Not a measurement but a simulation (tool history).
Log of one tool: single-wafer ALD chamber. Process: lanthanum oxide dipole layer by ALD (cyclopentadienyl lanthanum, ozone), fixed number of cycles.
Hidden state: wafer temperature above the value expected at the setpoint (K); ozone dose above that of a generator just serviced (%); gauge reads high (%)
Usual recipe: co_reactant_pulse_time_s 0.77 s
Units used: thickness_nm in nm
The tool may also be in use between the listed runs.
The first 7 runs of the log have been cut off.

run,day,co_reactant_pulse_time_s,wafers since the last listed run,hours since the last thermocouple change,hours since the last ozone generator service,hours since the showerhead was replaced,hours since the gauge calibration,"read-back reference wafer on the same gauge, thickness_nm",thickness_nm
8,18.912,0.77,1201,1115.6,507.4,3225.6,935.5,0.411,0.442
9,21.317,0.89,1003,1173.3,565.1,3283.3,993.2,0.411,0.460
10,25.238,0.89,1635,1267.4,659.2,3377.4,1087.3,0.411,0.459
11,28.262,0.77,1262,1340.0,731.8,3450.0,1159.9,0.411,0.437
# day 31.517: ozone generator serviced
12,31.538,0.63,1227,1418.6,0.5,3528.6,1238.5,0.411,0.423
13,35.329,0.77,1582,1509.6,91.5,3619.6,1329.5,0.411,0.446
14,39.058,0.77,1555,1599.1,181.0,3709.1,1419.0,0.411,0.447
15,41.779,0.77,1135,1664.4,246.3,3774.4,1484.3,0.411,0.448
16,45.612,0.92,1599,1756.4,338.3,3866.4,1576.3,0.411,0.466
# day 47.546: gauge calibrated
17,49.075,0.53,1444,1839.5,421.4,3949.5,36.7,0.411,0.393
18,51.317,0.68,935,1893.3,475.2,4003.3,90.5,0.411,0.425
19,56.733,1.05,2260,2023.3,605.2,4133.3,220.5,0.411,0.481
# day 57.829: thermocouple changed; heater temperature recalibrated
20,59.721,0.77,1107,45.4,676.9,4205.0,292.2,0.411,0.436
21,62.062,0.77,977,101.6,733.1,4261.2,348.4,0.411,0.436
22,64.588,0.87,1053,162.2,793.7,4321.8,409.0,0.411,0.452
23,66.554,0.77,820,209.4,840.9,4369.0,456.2,0.411,0.435
# day 69.933: ozone generator serviced
24,70.662,0.52,1575,308.0,17.5,4467.6,554.8,0.411,0.395
25,72.842,0.50,909,360.3,69.8,4519.9,607.1,0.411,0.390
# day 77.342: showerhead replaced
26,81.304,1.06,3391,563.4,272.9,95.1,810.2,0.411,0.485
27,83.717,0.77,1006,621.3,330.8,153.0,868.1,0.411,0.441
28,85.571,0.60,773,665.8,375.3,197.5,912.6,0.411,0.410
29,89.638,0.54,1696,763.4,472.9,295.1,1010.2,0.411,0.394
30,101.325,0.96,4876,1043.9,753.4,575.6,1290.7,0.411,0.464

What if the next run were any one of these 5? Each begins from the tool's condition after run 30:
A,101.342,0.77,6,1044.3,753.8,576.0,1291.1,?,?
B,101.342,0.86,6,1044.3,753.8,576.0,1291.1,?,?
C,101.342,0.88,6,1044.3,753.8,576.0,1291.1,?,?
D,101.342,0.85,6,1044.3,753.8,576.0,1291.1,?,?
E,101.342,0.58,6,1044.3,753.8,576.0,1291.1,?,?

run,"read-back reference wafer on the same gauge, thickness_nm",thickness_nm
A,0.411,0.435
B,0.411,0.450
C,0.411,0.453
D,0.411,0.449
E,0.411,0.397
Had the tool no hidden state, the same runs would have come out as:
run,thickness_nm
A,0.449
B,0.464
C,0.467
D,0.462
E,0.412
